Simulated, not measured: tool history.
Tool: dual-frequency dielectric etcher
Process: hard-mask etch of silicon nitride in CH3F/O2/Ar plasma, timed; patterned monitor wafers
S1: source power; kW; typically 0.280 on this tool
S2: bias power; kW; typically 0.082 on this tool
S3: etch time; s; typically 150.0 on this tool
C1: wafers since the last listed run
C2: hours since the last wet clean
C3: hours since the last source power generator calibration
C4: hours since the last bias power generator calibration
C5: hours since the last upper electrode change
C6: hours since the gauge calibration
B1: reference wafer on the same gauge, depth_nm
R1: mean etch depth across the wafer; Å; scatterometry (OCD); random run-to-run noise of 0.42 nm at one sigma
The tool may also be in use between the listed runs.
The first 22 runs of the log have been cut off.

run,hour,S1,S2,S3,C1,C2,C3,C4,C5,C6,B1,R1
23,1117.3,0.310,0.082,150.0,215,319.9,133.8,1905.6,622.9,491.7,83.9,959
# hour 1172.1: wet clean of the chamber
# hour 1261.1: bias power generator calibrated
24,1283.5,0.220,0.063,150.0,798,111.4,300.0,22.4,789.1,657.9,83.4,828
25,1344.0,0.280,0.082,166.5,349,171.9,360.5,82.9,849.6,718.4,83.3,1030
26,1403.9,0.250,0.064,150.0,345,231.8,420.4,142.8,909.5,778.3,83.2,841
27,1465.5,0.280,0.082,150.0,355,293.4,482.0,204.4,971.1,839.9,83.2,928
28,1498.2,0.280,0.082,150.0,188,326.1,514.7,237.1,1003.8,872.6,83.0,930
# hour 1527.1: wet clean of the chamber
29,1550.1,0.280,0.082,166.5,161,23.0,566.6,289.0,1055.7,924.5,83.1,1031
30,1575.2,0.280,0.097,150.0,144,48.1,591.7,314.1,1080.8,949.6,82.9,967
31,1630.9,0.280,0.082,150.0,321,103.8,647.4,369.8,1136.5,1005.3,83.1,918

Forecast each of these 3 alternatives for the next run:
A,1631.4,0.280,0.094,150.0,2,104.3,647.9,370.3,1137.0,1005.8,?,?
B,1631.4,0.300,0.073,187.5,2,104.3,647.9,370.3,1137.0,1005.8,?,?
C,1631.4,0.280,0.096,150.0,2,104.3,647.9,370.3,1137.0,1005.8,?,?

run,B1,R1
A,83.1,951
B,83.1,1127
C,83.1,957
Stripped of hidden state, with their random variation kept, the same runs would have yielded:
run,R1
A,981
B,1162
C,987
